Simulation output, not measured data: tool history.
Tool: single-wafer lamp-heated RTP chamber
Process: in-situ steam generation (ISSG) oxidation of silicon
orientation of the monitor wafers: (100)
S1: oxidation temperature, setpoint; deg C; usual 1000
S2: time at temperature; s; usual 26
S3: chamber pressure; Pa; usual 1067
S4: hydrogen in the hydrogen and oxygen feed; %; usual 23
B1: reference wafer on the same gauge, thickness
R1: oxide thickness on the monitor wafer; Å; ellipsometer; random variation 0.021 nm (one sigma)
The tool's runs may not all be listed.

run 1 hour=0.0 | S1=984 S2=26 S3=1067 S4=28 | B1=5.282 | R1=60.38
run 2 hour=40.1 | S1=984 S2=26 S3=1067 S4=28 | B1=5.278 | R1=60.54
run 3 hour=80.6 | S1=1000 S2=26 S3=1067 S4=23 | B1=5.286 | R1=61.71
run 4 hour=113.4 | S1=1000 S2=26 S3=1067 S4=23 | B1=5.273 | R1=61.93
run 5 hour=152.4 | S1=1000 S2=26 S3=1067 S4=23 | B1=5.281 | R1=62.08
-- hour=182.5 hydrogen flow controller replaced
run 6 hour=189.0 | S1=1000 S2=28 S3=1067 S4=23 | B1=5.275 | R1=64.43
run 7 hour=232.8 | S1=1000 S2=26 S3=1067 S4=23 | B1=5.290 | R1=62.07
-- hour=278.4 gauge calibrated
run 8 hour=293.2 | S1=1000 S2=26 S3=1067 S4=23 | B1=5.285 | R1=62.89
run 9 hour=338.2 | S1=1000 S2=26 S3=1067 S4=26 | B1=5.281 | R1=64.16
-- hour=368.6 pyrometer window cleaned and pyrometer calibrated
-- hour=377.8 pressure gauge zeroed
run 10 hour=392.4 | S1=1006 S2=34 S3=1067 S4=19 | B1=5.284 | R1=68.69
run 11 hour=440.0 | S1=1020 S2=26 S3=1067 S4=23 | B1=5.286 | R1=67.04
run 12 hour=468.0 | S1=994 S2=30 S3=1067 S4=23 | B1=5.275 | R1=63.84
run 13 hour=530.2 | S1=1000 S2=26 S3=1067 S4=23 | B1=5.280 | R1=61.05
run 14 hour=574.3 | S1=1014 S2=23 S3=1267 S4=15 | B1=5.272 | R1=55.69

3 ways to go on from here, each from the tool as it stands after run 14. What would each give?
run A hour=574.7 | S1=1000 S2=26 S3=1067 S4=23 | B1=? | R1=?
run B hour=574.7 | S1=1006 S2=26 S3=1067 S4=23 | B1=? | R1=?
run C hour=574.7 | S1=992 S2=26 S3=1067 S4=23 | B1=? | R1=?

run=A B1=5.280 R1=61.61
run=B B1=5.280 R1=63.31
run=C B1=5.280 R1=59.51
Without the tool's hidden state the same runs would have given:
run=A R1=60.82
run=B R1=62.47
run=C R1=58.78

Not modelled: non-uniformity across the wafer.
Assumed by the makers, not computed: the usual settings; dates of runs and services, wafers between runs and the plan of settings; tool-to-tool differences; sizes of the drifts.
